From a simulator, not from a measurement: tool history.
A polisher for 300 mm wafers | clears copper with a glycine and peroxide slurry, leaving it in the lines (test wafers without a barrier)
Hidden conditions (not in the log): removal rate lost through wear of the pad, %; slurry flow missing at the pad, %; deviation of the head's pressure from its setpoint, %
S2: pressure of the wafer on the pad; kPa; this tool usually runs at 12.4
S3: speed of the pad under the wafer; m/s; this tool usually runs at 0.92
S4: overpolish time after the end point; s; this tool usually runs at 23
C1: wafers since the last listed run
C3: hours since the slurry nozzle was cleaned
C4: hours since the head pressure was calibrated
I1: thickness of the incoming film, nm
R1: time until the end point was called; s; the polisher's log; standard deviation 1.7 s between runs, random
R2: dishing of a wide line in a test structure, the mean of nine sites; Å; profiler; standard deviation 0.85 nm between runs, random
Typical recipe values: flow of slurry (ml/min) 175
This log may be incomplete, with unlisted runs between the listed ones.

{"run": 1, "day": 0.0, "flow of slurry (ml/min)": 175, "S2": 13.8, "S3": 0.92, "S4": 12, "C1": 0, "wafers polished on this pad": 1789, "C3": 332.4, "C4": 18.3, "I1": 391.7, "R1": 106.5, "R2": 308}
{"run": 2, "day": 0.562, "flow of slurry (ml/min)": 175, "S2": 12.4, "S3": 0.92, "S4": 23, "C1": 115, "wafers polished on this pad": 1904, "C3": 345.9, "C4": 31.8, "I1": 397.2, "R1": 114.2, "R2": 496}
{"day": 1.946, "done": "worn pad replaced by a new one"}
{"run": 3, "day": 1.967, "flow of slurry (ml/min)": 175, "S2": 12.4, "S3": 0.92, "S4": 23, "C1": 253, "wafers polished on this pad": 3, "C3": 379.6, "C4": 65.5, "I1": 393.4, "R1": 109.1, "R2": 497}
{"run": 4, "day": 3.025, "flow of slurry (ml/min)": 175, "S2": 12.4, "S3": 0.92, "S4": 13, "C1": 216, "wafers polished on this pad": 220, "C3": 405.0, "C4": 90.9, "I1": 398.4, "R1": 113.0, "R2": 315}
{"run": 5, "day": 3.992, "flow of slurry (ml/min)": 175, "S2": 12.4, "S3": 0.92, "S4": 13, "C1": 197, "wafers polished on this pad": 418, "C3": 428.2, "C4": 114.1, "I1": 405.7, "R1": 113.3, "R2": 308}
{"run": 6, "day": 4.792, "flow of slurry (ml/min)": 175, "S2": 12.4, "S3": 0.92, "S4": 23, "C1": 163, "wafers polished on this pad": 582, "C3": 447.4, "C4": 133.3, "I1": 400.1, "R1": 113.3, "R2": 502}
{"day": 5.154, "done": "slurry nozzle cleaned"}
{"run": 7, "day": 5.317, "flow of slurry (ml/min)": 175, "S2": 12.4, "S3": 0.92, "S4": 23, "C1": 98, "wafers polished on this pad": 681, "C3": 3.9, "C4": 145.9, "I1": 395.6, "R1": 112.7, "R2": 489}
{"run": 8, "day": 6.412, "flow of slurry (ml/min)": 175, "S2": 12.4, "S3": 0.72, "S4": 23, "C1": 224, "wafers polished on this pad": 905, "C3": 30.2, "C4": 172.2, "I1": 402.9, "R1": 131.9, "R2": 447}
{"run": 9, "day": 7.792, "flow of slurry (ml/min)": 140, "S2": 12.4, "S3": 0.92, "S4": 23, "C1": 282, "wafers polished on this pad": 1188, "C3": 63.3, "C4": 205.3, "I1": 406.7, "R1": 112.2, "R2": 492}
{"run": 10, "day": 9.212, "flow of slurry (ml/min)": 175, "S2": 12.4, "S3": 0.82, "S4": 17, "C1": 290, "wafers polished on this pad": 1479, "C3": 97.4, "C4": 239.4, "I1": 399.6, "R1": 120.4, "R2": 380}
{"day": 9.433, "done": "head pressure recalibrated, repeated, since the last time left the tool worse"}
{"run": 11, "day": 9.979, "flow of slurry (ml/min)": 175, "S2": 12.4, "S3": 0.92, "S4": 23, "C1": 139, "wafers polished on this pad": 1619, "C3": 115.8, "C4": 13.1, "I1": 401.3, "R1": 101.5, "R2": 541}
{"run": 12, "day": 11.042, "flow of slurry (ml/min)": 120, "S2": 12.4, "S3": 1.2, "S4": 23, "C1": 217, "wafers polished on this pad": 1836, "C3": 141.3, "C4": 38.6, "I1": 399.5, "R1": 89.8, "R2": 570}
{"day": 11.271, "done": "worn pad replaced by a new one"}
{"run": 13, "day": 11.754, "flow of slurry (ml/min)": 175, "S2": 12.4, "S3": 0.82, "S4": 17, "C1": 111, "wafers polished on this pad": 99, "C3": 158.4, "C4": 55.7, "I1": 398.9, "R1": 108.3, "R2": 410}
{"run": 14, "day": 13.146, "flow of slurry (ml/min)": 175, "S2": 12.4, "S3": 0.92, "S4": 23, "C1": 285, "wafers polished on this pad": 384, "C3": 191.8, "C4": 89.1, "I1": 404.4, "R1": 101.1, "R2": 541}
{"run": 15, "day": 14.275, "flow of slurry (ml/min)": 175, "S2": 12.4, "S3": 0.92, "S4": 10, "C1": 231, "wafers polished on this pad": 615, "C3": 218.9, "C4": 116.2, "I1": 406.0, "R1": 103.9, "R2": 276}
{"run": 16, "day": 15.275, "flow of slurry (ml/min)": 215, "S2": 11.0, "S3": 1.14, "S4": 17, "C1": 204, "wafers polished on this pad": 820, "C3": 242.9, "C4": 140.2, "I1": 391.7, "R1": 89.4, "R2": 455}

Estimate the outcome of run 17 from the log above:
{"run": 17, "day": 16.454, "flow of slurry (ml/min)": 175, "S2": 15.9, "S3": 0.92, "S4": 23, "C1": 241, "wafers polished on this pad": 1061, "C3": 271.2, "C4": 168.5, "I1": 400.4, "R1": "?", "R2": "?"}

Run 17 measured R1 82.4 s, R2 630 Å.
Had the tool carried no hidden state, the very same run would have given R1 83.5 s, R2 624 Å.
